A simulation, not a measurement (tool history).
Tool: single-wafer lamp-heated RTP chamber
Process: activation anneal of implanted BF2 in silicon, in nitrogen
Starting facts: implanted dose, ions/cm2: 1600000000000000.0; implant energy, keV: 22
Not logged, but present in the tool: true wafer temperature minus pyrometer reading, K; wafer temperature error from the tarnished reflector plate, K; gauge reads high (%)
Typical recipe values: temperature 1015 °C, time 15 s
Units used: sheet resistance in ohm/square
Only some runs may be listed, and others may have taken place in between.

run	hour	temperature	time	wafers since the last listed run	wafers since the last pyrometer calibration	wafers since the reflector plate was cleaned	hours since the gauge calibration	read-back reference wafer on the same gauge, sheet resistance	sheet resistance
1	0.0	1015	10	0	1605	1001	897.9	162.69	159.99
2	70.3	1026	15	1339	2944	2340	968.2	162.29	139.66
# hour 151.2: pyrometer window cleaned and pyrometer calibrated
3	158.7	998	15	1531	143	3871	1056.6	161.95	170.04
4	200.4	998	15	794	937	4666	1098.3	161.79	170.43
5	246.3	998	15	874	1812	5540	1144.2	161.68	171.33
# hour 342.8: reflector plate cleaned
6	343.3	1015	15	1695	3507	9	1241.2	161.21	149.82
# hour 374.7: pyrometer window cleaned and pyrometer calibrated
7	448.6	1015	15	1853	1408	1862	1346.5	160.70	148.57
8	534.9	998	15	1643	3051	3506	1432.8	160.30	168.77
# hour 594.2: gauge calibrated
# hour 595.0: pyrometer window cleaned and pyrometer calibrated
9	630.4	1015	15	1666	673	5173	36.2	166.67	153.33
10	704.2	1015	12	1405	2079	6578	110.0	166.43	159.22
# hour 730.9: reflector plate cleaned
11	812.0	987	9	1900	3980	1545	217.8	165.89	200.89
# hour 841.1: pyrometer window cleaned and pyrometer calibrated
12	1028.9	987	10	3979	3577	5524	434.7	165.15	196.90
# hour 1043.0: pyrometer window cleaned and pyrometer calibrated
# hour 1105.4: reflector plate cleaned
13	1116.9	1015	8	1371	1255	218	522.7	164.70	168.48
14	1187.7	1039	12	1348	2604	1567	593.5	164.37	134.85

4 ways to go on from here, each from the tool as it stands after run 14. What would each give?
A	1188.1	1015	11	7	2611	1574	593.9	?	?
B	1188.1	1023	15	7	2611	1574	593.9	?	?
C	1188.1	1026	10	7	2611	1574	593.9	?	?
D	1188.1	1015	9	7	2611	1574	593.9	?	?

run	read-back reference wafer on the same gauge, sheet resistance	sheet resistance
A	164.21	161.05
B	164.21	144.69
C	164.21	151.44
D	164.21	165.76
What these runs would have given with no unlogged condition in the tool:
run	sheet resistance
A	162.62
B	146.10
C	152.92
D	167.37

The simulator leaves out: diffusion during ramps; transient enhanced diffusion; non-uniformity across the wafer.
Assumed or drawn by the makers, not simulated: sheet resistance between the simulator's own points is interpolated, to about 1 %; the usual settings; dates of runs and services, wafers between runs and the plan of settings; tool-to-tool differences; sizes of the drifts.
